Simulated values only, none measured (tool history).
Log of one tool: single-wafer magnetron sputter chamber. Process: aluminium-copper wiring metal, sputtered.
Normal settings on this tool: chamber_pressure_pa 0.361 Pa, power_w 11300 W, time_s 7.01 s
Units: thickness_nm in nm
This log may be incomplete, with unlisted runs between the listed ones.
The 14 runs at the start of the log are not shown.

run    hour  chamber_pressure_pa  power_w  time_s  read-back reference wafer on the same gauge, thickness_nm  thickness_nm
      822.6  -- sputter target and shields replaced
 15   847.0                0.361    10550    7.48                                                    149.967       145.483
 16   894.8                0.421    11300    7.01                                                    149.980       138.361
      939.5  -- capacitance manometer re-zeroed and calibrated
 17   954.4                0.421    11300    7.01                                                    150.135       137.957
 18  1000.6                0.361     8550    7.01                                                    149.990       111.455
 19  1071.2                0.361     9350    6.28                                                    149.925       108.279
 20  1122.4                0.361    11300    7.01                                                    149.857       143.281
     1144.8  -- sputter target and shields replaced
 21  1157.5                0.316    12750    5.92                                                    149.999       139.554
 22  1226.2                0.453    11300    7.01                                                    150.037       138.411
     1296.9  -- magnet pack replaced
 23  1297.4                0.459     9600    7.01                                                    149.972       118.273
 24  1317.6                0.289    11300    7.01                                                    149.935       149.053
     1320.5  -- gauge calibrated
 25  1342.7                0.441    11300    5.87                                                    149.910       115.116
 26  1371.1                0.361    11300    7.01                                                    149.939       141.501
 27  1411.8                0.361    11300    7.01                                                    149.978       142.538

What does the tool deliver on the next run?
 28  1443.9                0.307    10200    6.46                                                          ?             ?

read-back reference wafer on the same gauge, thickness_nm: 149.960
thickness_nm: 123.879 nm
Minus the tool's unlogged condition, the same run would have read thickness_nm 126.958 nm.
